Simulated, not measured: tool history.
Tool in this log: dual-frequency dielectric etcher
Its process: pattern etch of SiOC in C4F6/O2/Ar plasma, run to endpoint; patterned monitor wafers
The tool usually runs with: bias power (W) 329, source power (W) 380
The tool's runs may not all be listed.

run	hour	bias power (W)	source power (W)	incoming incoming film thickness, nm	endpoint time (s)
1	0.0	329	420	46.45	16.6
# hour 4.7: wet clean of the chamber
2	46.7	329	420	45.77	16.7
3	126.3	329	410	45.79	16.7
4	175.5	329	380	46.01	17.5
5	259.0	329	380	45.72	17.4
6	325.8	329	380	46.27	17.5
# hour 350.2: wet clean of the chamber
7	413.6	282	380	46.02	18.4
8	493.7	282	380	45.93	18.3
# hour 517.7: bias power generator calibrated
9	545.6	355	320	46.06	18.7
# hour 600.0: source power generator calibrated
10	691.2	260	470	45.65	16.4
# hour 716.1: wet clean of the chamber
11	780.5	387	410	45.65	16.0
# hour 832.1: upper electrode replaced
12	856.8	329	380	45.86	17.4
13	903.1	278	280	46.21	22.0
14	966.3	278	340	46.03	19.4
15	1011.5	329	380	45.86	17.2
# hour 1082.5: wet clean of the chamber
16	1110.8	255	460	46.40	17.3

5 options for the next run, each taken on its own from the tool as it stands now. Forecast them:
A	1111.2	329	290	45.90	?
B	1111.2	253	320	45.90	?
C	1111.2	282	350	45.90	?
D	1111.2	302	470	45.90	?
E	1111.2	294	290	45.90	?

run	endpoint time (s)
A	20.6
B	21.0
C	19.3
D	16.2
E	21.3
Without the tool's unlogged condition, the same runs would have read:
run	endpoint time (s)
A	20.7
B	21.0
C	19.3
D	16.2
E	21.4
